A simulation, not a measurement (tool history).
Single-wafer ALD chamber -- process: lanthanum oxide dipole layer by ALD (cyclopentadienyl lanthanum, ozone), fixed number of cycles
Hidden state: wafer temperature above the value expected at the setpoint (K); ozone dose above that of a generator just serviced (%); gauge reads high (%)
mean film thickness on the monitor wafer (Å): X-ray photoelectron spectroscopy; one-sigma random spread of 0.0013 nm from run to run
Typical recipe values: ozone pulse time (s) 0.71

run   hour  ozone pulse time (s)  wafers since the last listed run  hours since the last thermocouple change  hours since the last ozone generator service  hours since the showerhead was replaced  hours since the gauge calibration  read-back reference wafer on the same gauge, thickness_nm  mean film thickness on the monitor wafer (Å)
  1    0.0                  0.77                                 0                                    1803.3                                         208.6                                   4536.1                              244.4                                                      0.434                                          5.45
  2   52.2                  0.71                              1237                                    1855.5                                         260.8                                   4588.3                              296.6                                                      0.434                                          5.18
  3   80.7                  0.71                               675                                    1884.0                                         289.3                                   4616.8                              325.1                                                      0.434                                          5.16
  4  121.0                  0.71                               955                                    1924.3                                         329.6                                   4657.1                              365.4                                                      0.434                                          5.16
  5  184.1                  0.71                              1496                                    1987.4                                         392.7                                   4720.2                              428.5                                                      0.434                                          5.15
  6  221.5                  0.81                               886                                    2024.8                                         430.1                                   4757.6                              465.9                                                      0.434                                          5.50
  7  262.7                  0.81                               976                                    2066.0                                         471.3                                   4798.8                              507.1                                                      0.434                                          5.50
     300.9  -- gauge calibrated
  8  301.2                  0.50                               912                                    2104.5                                         509.8                                   4837.3                                0.3                                                      0.434                                          4.04
  9  335.1                  0.79                               803                                    2138.4                                         543.7                                   4871.2                               34.2                                                      0.434                                          5.45
 10  401.4                  0.91                              1572                                    2204.7                                         610.0                                   4937.5                              100.5                                                      0.434                                          5.77
 11  441.1                  0.63                               941                                    2244.4                                         649.7                                   4977.2                              140.2                                                      0.434                                          4.73
     468.4  -- ozone generator serviced
     505.9  -- thermocouple changed; heater temperature recalibrated
 12  591.7                  0.94                              3191                                      85.8                                         123.3                                   5127.8                              290.8                                                      0.434                                          5.91
 13  620.5                  0.82                               682                                     114.6                                         152.1                                   5156.6                              319.6                                                      0.434                                          5.63
     660.5  -- showerhead replaced, of another model than before
 14  692.2                  0.83                              1510                                     186.3                                         223.8                                     31.7                              391.3                                                      0.434                                          5.55
 15  746.1                  0.86                              1278                                     240.2                                         277.7                                     85.6                              445.2                                                      0.434                                          5.61
 16  793.7                  0.53                              1128                                     287.8                                         325.3                                    133.2                              492.8                                                      0.434                                          4.50
 17  836.9                  0.85                              1024                                     331.0                                         368.5                                    176.4                              536.0                                                      0.434                                          5.58
     861.4  -- gauge calibrated
 18  903.1                  0.71                              1569                                     397.2                                         434.7                                    242.6                               41.7                                                      0.434                                          5.17
 19  932.9                  0.71                               706                                     427.0                                         464.5                                    272.4                               71.5                                                      0.434                                          5.18

Difference, measured minus no-hidden-state, one row per run. Run-to-run variation is common to both terms; the gauge's own scatter need not be:
run  mean film thickness on the monitor wafer (Å)
  1                                         -0.04
  2                                         -0.06
  3                                         -0.07
  4                                         -0.07
  5                                         -0.08
  6                                         -0.08
  7                                         -0.09
  8                                         -0.12
  9                                         -0.11
 10                                         -0.10
 11                                         -0.14
 12                                         -0.03
 13                                         -0.03
 14                                         -0.03
 15                                         -0.04
 16                                         -0.06
 17                                         -0.06
 18                                         -0.07
 19                                         -0.08
